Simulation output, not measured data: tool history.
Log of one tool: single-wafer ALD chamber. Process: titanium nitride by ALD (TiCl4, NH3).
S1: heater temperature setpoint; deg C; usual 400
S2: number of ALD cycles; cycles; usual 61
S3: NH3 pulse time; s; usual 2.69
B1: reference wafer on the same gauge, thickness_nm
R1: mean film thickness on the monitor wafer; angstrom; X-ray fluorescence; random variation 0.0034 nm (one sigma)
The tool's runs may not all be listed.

run 1 day=0.000 | S1=405 S2=61 S3=2.69 | B1=1.387 | R1=13.87
run 2 day=2.971 | S1=405 S2=61 S3=2.69 | B1=1.386 | R1=13.90
run 3 day=4.188 | S1=405 S2=61 S3=2.69 | B1=1.386 | R1=13.90
-- day=4.879 gauge calibrated
run 4 day=6.758 | S1=400 S2=61 S3=2.35 | B1=1.354 | R1=13.51
run 5 day=8.912 | S1=406 S2=61 S3=2.69 | B1=1.360 | R1=13.65
run 6 day=11.596 | S1=406 S2=61 S3=2.69 | B1=1.365 | R1=13.73
run 7 day=14.083 | S1=400 S2=61 S3=2.69 | B1=1.367 | R1=13.71
run 8 day=15.946 | S1=400 S2=61 S3=2.69 | B1=1.373 | R1=13.68
run 9 day=18.892 | S1=400 S2=61 S3=3.45 | B1=1.374 | R1=13.87
run 10 day=20.146 | S1=400 S2=61 S3=2.69 | B1=1.376 | R1=13.75
run 11 day=21.458 | S1=400 S2=61 S3=2.69 | B1=1.378 | R1=13.81
run 12 day=23.321 | S1=400 S2=68 S3=2.69 | B1=1.378 | R1=15.35
run 13 day=26.054 | S1=394 S2=71 S3=1.89 | B1=1.378 | R1=15.80
run 14 day=27.533 | S1=412 S2=61 S3=2.34 | B1=1.381 | R1=13.91
run 15 day=28.671 | S1=400 S2=61 S3=2.69 | B1=1.380 | R1=13.78
run 16 day=31.504 | S1=400 S2=52 S3=2.69 | B1=1.383 | R1=11.75
-- day=33.279 showerhead replaced
run 17 day=34.171 | S1=394 S2=52 S3=1.68 | B1=1.382 | R1=11.53
-- day=35.696 thermocouple changed; heater temperature recalibrated
run 18 day=36.208 | S1=400 S2=61 S3=3.74 | B1=1.382 | R1=13.95
-- day=36.358 gauge calibrated
run 19 day=38.858 | S1=386 S2=73 S3=1.75 | B1=1.357 | R1=15.89
run 20 day=43.758 | S1=400 S2=50 S3=1.95 | B1=1.369 | R1=11.15
run 21 day=46.492 | S1=387 S2=70 S3=1.62 | B1=1.371 | R1=15.39
run 22 day=47.908 | S1=400 S2=61 S3=3.51 | B1=1.370 | R1=13.80
run 23 day=50.492 | S1=400 S2=61 S3=2.69 | B1=1.376 | R1=13.82

Forecast run 24:
run 24 day=52.058 | S1=400 S2=53 S3=2.69 | B1=? | R1=?

{"run 24": {"B1": 1.379, "R1": 11.95}}
Without the tool's hidden state the same run would have given R1 11.72 angstrom.
